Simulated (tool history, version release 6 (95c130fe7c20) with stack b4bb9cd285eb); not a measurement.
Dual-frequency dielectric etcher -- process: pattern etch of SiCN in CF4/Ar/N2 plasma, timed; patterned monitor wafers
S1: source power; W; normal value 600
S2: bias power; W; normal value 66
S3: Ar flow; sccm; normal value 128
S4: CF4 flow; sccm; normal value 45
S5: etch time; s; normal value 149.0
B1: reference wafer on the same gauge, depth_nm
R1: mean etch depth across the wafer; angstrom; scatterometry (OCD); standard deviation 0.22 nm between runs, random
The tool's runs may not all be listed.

run   hour   S1  S2   S3  S4     S5     B1    R1
  1    0.0  600  58  128  51  149.0  144.0  1286
  2   53.4  600  58  128  51  149.0  144.0  1284
  3   76.8  600  66  128  45  149.0  144.0  1282
  4   95.1  600  66  128  45  149.0  144.0  1282
     126.3  -- bias power generator calibrated
  5  127.0  600  66  128  45  149.0  144.1  1279
  6  149.4  600  66  128  45  149.0  144.0  1278
  7  166.2  600  66  128  45  149.0  143.9  1280
  8  180.6  600  66  128  45  149.0  144.0  1279
     185.9  -- gauge calibrated
     218.3  -- wet clean of the chamber
     221.4  -- upper electrode replaced
  9  221.9  740  61  128  37  160.5  144.0  1595
 10  239.1  510  76   99  50  149.0  144.0  1221
 11  263.1  600  58  128  51  149.0  144.0  1302
 12  287.2  600  80  128  45  149.0  144.0  1367
     299.0  -- source power generator calibrated
     302.0  -- Ar flow controller replaced
     315.0  -- CF4 flow controller replaced
 13  322.8  680  66  128  55  149.0  144.0  1621
 14  347.1  600  66  128  35  149.0  144.0  1247
 15  366.4  600  54   99  45  149.0  143.9  1338
 16  383.1  600  66  128  45  149.0  144.0  1340
 17  412.4  600  66  128  45  149.0  144.1  1340

List, for all runs, the conditions of the tool that the log does not record:
bias power that arrives over what is set, %: 0 on each run
Ar flow that arrives over what is set, %: 0 on each run
CF4 flow that arrives over what is set, %: 0 on each run
gauge reads high (%): 0 on each run
H1: etch rate over this chamber's usual, %
H2: source power that arrives over what is set, %
run       H1     H2
  1   -0.779  -4.53
  2   -0.917  -4.54
  3   -0.977  -4.55
  4    -1.02  -4.55
  5    -1.11  -4.56
  6    -1.16  -4.57
  7    -1.21  -4.57
  8    -1.24  -4.58
  9    0.268  -4.59
 10    0.224  -4.59
 11    0.163  -4.59
 12    0.101   -4.6
 13    0.009   -0.9
 14  -0.0535  -1.04
 15   -0.103  -1.14
 16   -0.146  -1.23
 17   -0.221  -1.39
